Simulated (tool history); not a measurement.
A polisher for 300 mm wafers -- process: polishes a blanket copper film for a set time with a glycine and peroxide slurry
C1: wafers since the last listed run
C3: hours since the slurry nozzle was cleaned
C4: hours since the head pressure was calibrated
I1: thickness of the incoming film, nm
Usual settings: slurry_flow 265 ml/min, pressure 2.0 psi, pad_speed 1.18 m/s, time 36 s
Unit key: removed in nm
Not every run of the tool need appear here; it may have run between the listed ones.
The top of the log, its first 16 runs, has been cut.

-- hour=954.4 worn pad replaced by a new one
run 17 hour=973.4 | slurry_flow=265 pressure=2.0 pad_speed=1.30 time=36 | C1=237 wafers_polished_on_this_pad=113 C3=484.2 C4=1085.7 | I1=1590.6 | removed=177.3
run 18 hour=1036.3 | slurry_flow=265 pressure=2.0 pad_speed=1.18 time=36 | C1=374 wafers_polished_on_this_pad=487 C3=547.1 C4=1148.6 | I1=1573.7 | removed=163.0
run 19 hour=1094.3 | slurry_flow=225 pressure=2.0 pad_speed=1.18 time=36 | C1=345 wafers_polished_on_this_pad=832 C3=605.1 C4=1206.6 | I1=1575.9 | removed=159.5
-- hour=1110.0 head pressure recalibrated
run 20 hour=1123.4 | slurry_flow=290 pressure=2.0 pad_speed=1.18 time=36 | C1=161 wafers_polished_on_this_pad=993 C3=634.2 C4=13.4 | I1=1581.4 | removed=160.9
run 21 hour=1167.6 | slurry_flow=265 pressure=2.0 pad_speed=1.18 time=36 | C1=262 wafers_polished_on_this_pad=1256 C3=678.4 C4=57.6 | I1=1596.9 | removed=157.8
run 22 hour=1227.9 | slurry_flow=265 pressure=2.0 pad_speed=1.44 time=36 | C1=358 wafers_polished_on_this_pad=1615 C3=738.7 C4=117.9 | I1=1567.3 | removed=186.4
-- hour=1233.9 worn pad replaced by a new one
-- hour=1283.5 slurry nozzle cleaned
run 23 hour=1284.0 | slurry_flow=195 pressure=2.0 pad_speed=1.18 time=36 | C1=304 wafers_polished_on_this_pad=292 C3=0.5 C4=174.0 | I1=1603.4 | removed=151.2
run 24 hour=1320.3 | slurry_flow=235 pressure=2.5 pad_speed=1.04 time=47 | C1=215 wafers_polished_on_this_pad=508 C3=36.8 C4=210.3 | I1=1578.7 | removed=206.5
run 25 hour=1349.7 | slurry_flow=330 pressure=2.0 pad_speed=1.18 time=49 | C1=174 wafers_polished_on_this_pad=683 C3=66.2 C4=239.7 | I1=1613.8 | removed=218.7
run 26 hour=1388.6 | slurry_flow=265 pressure=2.0 pad_speed=1.06 time=36 | C1=231 wafers_polished_on_this_pad=914 C3=105.1 C4=278.6 | I1=1601.5 | removed=144.8
run 27 hour=1444.5 | slurry_flow=190 pressure=1.4 pad_speed=0.82 time=44 | C1=332 wafers_polished_on_this_pad=1247 C3=161.0 C4=334.5 | I1=1567.9 | removed=126.0
-- hour=1463.6 head pressure recalibrated, repeated, since the last time left the tool worse
run 28 hour=1500.7 | slurry_flow=265 pressure=2.0 pad_speed=1.18 time=36 | C1=322 wafers_polished_on_this_pad=1569 C3=217.2 C4=37.1 | I1=1620.8 | removed=172.2
run 29 hour=1531.1 | slurry_flow=190 pressure=1.4 pad_speed=0.82 time=44 | C1=180 wafers_polished_on_this_pad=1750 C3=247.6 C4=67.5 | I1=1575.7 | removed=132.8
run 30 hour=1572.9 | slurry_flow=265 pressure=2.0 pad_speed=1.36 time=26 | C1=248 wafers_polished_on_this_pad=1999 C3=289.4 C4=109.3 | I1=1574.0 | removed=137.1
-- hour=1585.7 worn pad replaced by a new one
run 31 hour=1629.3 | slurry_flow=265 pressure=2.0 pad_speed=1.18 time=36 | C1=311 wafers_polished_on_this_pad=259 C3=345.8 C4=165.7 | I1=1604.0 | removed=169.9

Forecast each of these 3 alternatives for the next run:
run A hour=1629.7 | slurry_flow=265 pressure=2.0 pad_speed=0.98 time=36 | C1=2 wafers_polished_on_this_pad=261 C3=346.2 C4=166.1 | I1=1584.6 | removed=?
run B hour=1629.7 | slurry_flow=265 pressure=1.4 pad_speed=1.18 time=36 | C1=2 wafers_polished_on_this_pad=261 C3=346.2 C4=166.1 | I1=1584.6 | removed=?
run C hour=1629.7 | slurry_flow=330 pressure=1.4 pad_speed=1.00 time=41 | C1=2 wafers_polished_on_this_pad=261 C3=346.2 C4=166.1 | I1=1584.6 | removed=?

run=A removed=148.6
run=B removed=145.6
run=C removed=151.0
What these runs would have given with no unlogged condition in the tool:
run=A removed=149.2
run=B removed=146.2
run=C removed=151.6
